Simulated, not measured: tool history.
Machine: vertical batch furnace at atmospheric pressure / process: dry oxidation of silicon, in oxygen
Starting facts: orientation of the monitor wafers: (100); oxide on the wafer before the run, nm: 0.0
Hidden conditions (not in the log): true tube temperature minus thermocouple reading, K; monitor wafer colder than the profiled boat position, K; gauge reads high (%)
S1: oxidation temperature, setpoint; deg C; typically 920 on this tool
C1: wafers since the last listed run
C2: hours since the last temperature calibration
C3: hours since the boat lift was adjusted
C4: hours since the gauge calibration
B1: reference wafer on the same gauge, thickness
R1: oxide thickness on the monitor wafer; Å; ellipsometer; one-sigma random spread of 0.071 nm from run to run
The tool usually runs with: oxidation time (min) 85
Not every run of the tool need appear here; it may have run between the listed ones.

Run 1, hour 0: usual settings but S1 901 deg C; C1 0; C2 1208.7; C3 954.3; C4 936.7; B1 34.19. Result: R1 244.1 Å.
Run 2, hour 39.7: usual settings but S1 901 deg C; C1 584; C2 1248.4; C3 994; C4 976.4; B1 34.21. Result: R1 244.3 Å.
Run 3, hour 93.9: usual settings but S1 901 deg C; C1 797; C2 1302.6; C3 1048.2; C4 1030.6; B1 34.19. Result: R1 242.2 Å.
Run 4, hour 159.6: usual settings but S1 936 deg C, oxidation time (min) 113; C1 967; C2 1368.3; C3 1113.9; C4 1096.3; B1 34.16. Result: R1 421.7 Å.
Run 5, hour 203.5: usual settings but S1 936 deg C, oxidation time (min) 113; C1 646; C2 1412.2; C3 1157.8; C4 1140.2; B1 34.14. Result: R1 420.3 Å.
Run 6, hour 228.1: usual settings; C1 362; C2 1436.8; C3 1182.4; C4 1164.8; B1 34.13. Result: R1 294.1 Å.
Run 7, hour 267.6: usual settings; C1 581; C2 1476.3; C3 1221.9; C4 1204.3; B1 34.11. Result: R1 293.6 Å.
Run 8, hour 311.8: usual settings but oxidation time (min) 112; C1 650; C2 1520.5; C3 1266.1; C4 1248.5; B1 34.11. Result: R1 354.7 Å.
Run 9, hour 341.7: usual settings but oxidation time (min) 112; C1 440; C2 1550.4; C3 1296; C4 1278.4; B1 34.13. Result: R1 354.8 Å.
Run 10, hour 391.1: usual settings; C1 727; C2 1599.8; C3 1345.4; C4 1327.8; B1 34.12. Result: R1 295.1 Å.
Run 11, hour 551.6: usual settings; C1 2362; C2 1760.3; C3 1505.9; C4 1488.3; B1 34.1. Result: R1 292.8 Å.
Run 12, hour 621.7: usual settings; C1 1032; C2 1830.4; C3 1576; C4 1558.4; B1 34.09. Result: R1 295.3 Å.
Run 13, hour 671.1: usual settings but S1 929 deg C, oxidation time (min) 103; C1 727; C2 1879.8; C3 1625.4; C4 1607.8; B1 34.09. Result: R1 366.9 Å.
At hour 704.7: gauge calibrated.
At hour 735.1: boat lift adjusted.
Run 14, hour 735.6: usual settings but S1 907 deg C; C1 596; C2 1944.3; C3 0.5; C4 30.9; B1 34.9. Result: R1 263.8 Å.
Run 15, hour 785.9: usual settings but S1 907 deg C; C1 740; C2 1994.6; C3 50.8; C4 81.2; B1 34.78. Result: R1 264 Å.
Run 16, hour 830.2: usual settings but S1 907 deg C; C1 652; C2 2038.9; C3 95.1; C4 125.5; B1 34.74. Result: R1 263.4 Å.
Run 17, hour 891.4: usual settings; C1 901; C2 2100.1; C3 156.3; C4 186.7; B1 34.68. Result: R1 298.8 Å.
Run 18, hour 920.4: usual settings but S1 902 deg C, oxidation time (min) 64.5; C1 426; C2 2129.1; C3 185.3; C4 215.7; B1 34.64. Result: R1 208.5 Å.
Run 19, hour 994.4: usual settings but S1 937 deg C, oxidation time (min) 113.5; C1 1089; C2 2203.1; C3 259.3; C4 289.7; B1 34.59. Result: R1 433 Å.
Run 20, hour 1027.4: usual settings but oxidation time (min) 100.5; C1 485; C2 2236.1; C3 292.3; C4 322.7; B1 34.52. Result: R1 333.6 Å.
Run 21, hour 1208.4: usual settings but S1 906 deg C, oxidation time (min) 127; C1 2664; C2 2417.1; C3 473.3; C4 503.7; B1 34.39. Result: R1 336.8 Å.
Run 22, hour 1236.1: usual settings; C1 407; C2 2444.8; C3 501; C4 531.4; B1 34.4. Result: R1 295 Å.
Run 23, hour 1290.8: usual settings; C1 805; C2 2499.5; C3 555.7; C4 586.1; B1 34.33. Result: R1 295.7 Å.
Run 24, hour 1358.3: usual settings; C1 993; C2 2567; C3 623.2; C4 653.6; B1 34.3. Result: R1 294.5 Å.
Run 25, hour 1413.8: usual settings but S1 899 deg C; C1 817; C2 2622.5; C3 678.7; C4 709.1; B1 34.27. Result: R1 240.3 Å.
At hour 1468.3: thermocouples replaced and temperature profile calibrated.
Run 26, hour 1545.2: usual settings but S1 898 deg C, oxidation time (min) 102; C1 1581; C2 76.9; C3 810.1; C4 840.5; B1 34.24. Result: R1 266.9 Å.
Run 27, hour 1572: usual settings but S1 931 deg C; C1 394; C2 103.7; C3 836.9; C4 867.3; B1 34.24. Result: R1 328.7 Å.
Run 28, hour 1596.4: usual settings but S1 932 deg C, oxidation time (min) 118; C1 359; C2 128.1; C3 861.3; C4 891.7; B1 34.2. Result: R1 417.2 Å.
Run 29, hour 1633.1: usual settings; C1 540; C2 164.8; C3 898; C4 928.4; B1 34.24. Result: R1 294.2 Å.
Run 30, hour 1678.1: usual settings but S1 931 deg C, oxidation time (min) 114; C1 662; C2 209.8; C3 943; C4 973.4; B1 34.2. Result: R1 403.1 Å.
Run 31, hour 1742.4: usual settings but S1 932 deg C, oxidation time (min) 64.5; C1 946; C2 274.1; C3 1007.3; C4 1037.7; B1 34.18. Result: R1 274.7 Å.
Run 32, hour 1784.4: usual settings but oxidation time (min) 63.5; C1 618; C2 316.1; C3 1049.3; C4 1079.7; B1 34.16. Result: R1 241.6 Å.
Run 33, hour 1844.6: usual settings but S1 912 deg C, oxidation time (min) 99.5; C1 886; C2 376.3; C3 1109.5; C4 1139.9; B1 34.14. Result: R1 302 Å.
Run 34, hour 1874.6: usual settings but S1 898 deg C, oxidation time (min) 120.5; C1 441; C2 406.3; C3 1139.5; C4 1169.9; B1 34.15. Result: R1 297.2 Å.
Run 35, hour 2008.3: usual settings but oxidation time (min) 63.5; C1 1968; C2 540; C3 1273.2; C4 1303.6; B1 34.13. Result: R1 243.1 Å.
Run 36, hour 2057.9: usual settings but S1 902 deg C, oxidation time (min) 120.5; C1 730; C2 589.6; C3 1322.8; C4 1353.2; B1 34.12. Result: R1 309.7 Å.
Run 37, hour 2128.5: usual settings but S1 912 deg C, oxidation time (min) 103; C1 1039; C2 660.2; C3 1393.4; C4 1423.8; B1 34.12. Result: R1 309.2 Å.
Run 38, hour 2284.6: usual settings but S1 900 deg C; C1 2298; C2 816.3; C3 1549.5; C4 1579.9; B1 34.1. Result: R1 240.5 Å.
Run 39, hour 2348.4: usual settings but oxidation time (min) 116; C1 939; C2 880.1; C3 1613.3; C4 1643.7; B1 34.1. Result: R1 363.2 Å.
Run 40, hour 2375.8: usual settings but S1 908 deg C; C1 403; C2 907.5; C3 1640.7; C4 1671.1; B1 34.09. Result: R1 259.4 Å.

Exercise: give the hidden state of the tool at every run:
true tube temperature minus thermocouple reading, K: 0, the same for each run
monitor wafer colder than the profiled boat position, K: 0, the same for each run
H1: gauge reads high (%)
run      H1
  1   -1.74
  2   -1.77
  3   -1.81
  4   -1.86
  5   -1.88
  6    -1.9
  7   -1.92
  8   -1.94
  9   -1.95
 10   -1.97
 11   -2.03
 12   -2.05
 13   -2.06
 14   0.224
 15  0.0141
 16  -0.155
 17  -0.367
 18   -0.46
 19  -0.675
 20  -0.762
 21   -1.15
 22    -1.2
 23    -1.3
 24   -1.39
 25   -1.47
 26   -1.62
 27   -1.64
 28   -1.66
 29    -1.7
 30   -1.73
 31   -1.78
 32   -1.81
 33   -1.84
 34   -1.86
 35   -1.92
 36   -1.94
 37   -1.97
 38   -2.01
 39   -2.03
 40   -2.04
